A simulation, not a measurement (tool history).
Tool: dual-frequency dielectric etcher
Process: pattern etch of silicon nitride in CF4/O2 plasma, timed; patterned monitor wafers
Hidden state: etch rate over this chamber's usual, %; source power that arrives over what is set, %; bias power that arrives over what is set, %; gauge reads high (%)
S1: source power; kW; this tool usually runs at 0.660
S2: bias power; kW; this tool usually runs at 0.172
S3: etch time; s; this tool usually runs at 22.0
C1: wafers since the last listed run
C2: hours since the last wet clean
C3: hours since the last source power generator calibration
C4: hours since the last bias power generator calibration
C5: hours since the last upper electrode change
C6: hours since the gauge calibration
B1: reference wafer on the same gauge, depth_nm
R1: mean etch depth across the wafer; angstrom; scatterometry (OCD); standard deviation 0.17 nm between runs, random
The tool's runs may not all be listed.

run     day     S1     S2    S3    C1     C2      C3      C4      C5     C6    B1   R1
  1   0.000  0.660  0.172  22.0     0   75.7  2613.5  3664.6  1317.7  642.9  47.2  554
  2   1.188  0.660  0.172  22.0   364  104.2  2642.0  3693.1  1346.2  671.4  47.2  555
      1.712  -- gauge calibrated
  3   6.792  0.580  0.172  22.0  1719  238.7  2776.5  3827.6  1480.7  121.9  47.1  483
     12.583  -- wet clean of the chamber
  4  15.379  0.580  0.172  22.0  2327   67.1  2982.6  4033.7  1686.8  328.0  47.2  481
     17.217  -- source power generator calibrated
  5  17.496  0.660  0.172  22.0   598  117.9     6.7  4084.5  1737.6  378.8  47.2  577
  6  19.262  0.660  0.172  22.0   541  160.3    49.1  4126.9  1780.0  421.2  47.2  576
  7  22.146  0.660  0.198  22.0   884  229.5   118.3  4196.1  1849.2  490.4  47.2  597
  8  23.750  0.660  0.198  22.0   492  268.0   156.8  4234.6  1887.7  528.9  47.2  600
  9  24.992  0.660  0.172  22.0   380  297.8   186.6  4264.4  1917.5  558.7  47.1  575
 10  26.571  0.660  0.188  22.0   484  335.7   224.5  4302.3  1955.4  596.6  47.1  591
     28.462  -- bias power generator calibrated
     28.958  -- wet clean of the chamber
     29.867  -- upper electrode replaced
 11  29.888  0.720  0.153  18.5   535   22.3   304.1    34.2     0.5  676.2  47.3  506
 12  29.900  0.510  0.172  17.5     3   22.6   304.4    34.5     0.8  676.5  47.2  342
     30.675  -- gauge calibrated
 13  31.962  0.660  0.172  19.0   632   72.1   353.9    84.0    50.3   30.9  47.2  490
 14  34.604  0.660  0.172  22.0   810  135.5   417.3   147.4   113.7   94.3  47.2  565
 15  36.246  0.780  0.172  20.0   503  174.9   456.7   186.8   153.1  133.7  47.2  617
 16  38.508  0.730  0.172  22.0   694  229.2   511.0   241.1   207.4  188.0  47.2  629

Take each entry between the runs: how does the hidden state at the last listed run before it differ from the hidden state at the first listed run after it?
Between runs 2 and 3: gauge calibrated (day 1.712)
  etch rate over this chamber's usual, %: 0.506 -> 1.1; source power that arrives over what is set, %: -4.08 -> -4.14
  measured result minus the result with no hidden state, R1: -22 -> -17 angstrom
Between runs 3 and 4: wet clean of the chamber (day 12.583)
  etch rate over this chamber's usual, %: 1.1 -> 0.198; source power that arrives over what is set, %: -4.14 -> -4.21
  measured result minus the result with no hidden state, R1: -17 -> -21 angstrom
Between runs 4 and 5: source power generator calibrated (day 17.217)
  etch rate over this chamber's usual, %: 0.198 -> 0.424; source power that arrives over what is set, %: -4.21 -> -0.129
  measured result minus the result with no hidden state, R1: -21 -> +2 angstrom
Between runs 10 and 11: bias power generator calibrated (day 28.462); wet clean of the chamber (day 28.958); upper electrode replaced (day 29.867)
  etch rate over this chamber's usual, %: 1.39 -> -0.0229; source power that arrives over what is set, %: -1.07 -> -1.37
  measured result minus the result with no hidden state, R1: +1 -> -8 angstrom
Between runs 12 and 13: gauge calibrated (day 30.675)
  etch rate over this chamber's usual, %: -0.0215 -> 0.198; source power that arrives over what is set, %: -1.37 -> -1.55
  measured result minus the result with no hidden state, R1: -5 -> -7 angstrom
